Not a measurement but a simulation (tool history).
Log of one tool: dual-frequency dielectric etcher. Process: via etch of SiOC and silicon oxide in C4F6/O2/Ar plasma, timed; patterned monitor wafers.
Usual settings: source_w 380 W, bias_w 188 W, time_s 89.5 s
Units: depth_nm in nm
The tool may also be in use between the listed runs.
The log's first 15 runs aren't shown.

run,hour,source_w,bias_w,time_s,"read-back reference wafer on the same gauge, depth_nm",depth_nm
16,214.3,380,188,89.5,110.6,94.6
17,214.6,380,175,67.5,110.7,69.9
18,215,290,215,64,110.7,65.6
19,222.6,380,188,89.5,110.7,94.3
20,236,380,188,89.5,110.7,94.3
21,253.4,380,215,104.5,110.7,114.1
22,269.8,380,188,89.5,110.7,94.2
23,281.6,380,188,79,110.7,83
24,292.7,380,188,89.5,110.7,94.1
25,308.9,340,147,77,110.7,74.3
26,325.5,380,188,89.5,110.7,94.1
27,339.1,440,146,100.5,110.7,103.1
28,349.5,450,202,62.5,110.7,69.8
29,359.8,440,188,72.5,110.6,78.8
30,374.8,380,188,89.5,110.7,93.8

4 ways to go on from here, each from the tool as it stands after run 30. What would each give?
A,375.2,380,231,89.5,?,?
B,375.2,300,188,103,?,?
C,375.2,290,188,100.5,?,?
D,375.2,380,211,89.5,?,?

run,"read-back reference wafer on the same gauge, depth_nm",depth_nm
A,110.7,99
B,110.7,102.1
C,110.7,98.9
D,110.7,96.6
Without the tool's hidden state the same runs would have given:
run,depth_nm
A,99.4
B,102.5
C,99.3
D,97

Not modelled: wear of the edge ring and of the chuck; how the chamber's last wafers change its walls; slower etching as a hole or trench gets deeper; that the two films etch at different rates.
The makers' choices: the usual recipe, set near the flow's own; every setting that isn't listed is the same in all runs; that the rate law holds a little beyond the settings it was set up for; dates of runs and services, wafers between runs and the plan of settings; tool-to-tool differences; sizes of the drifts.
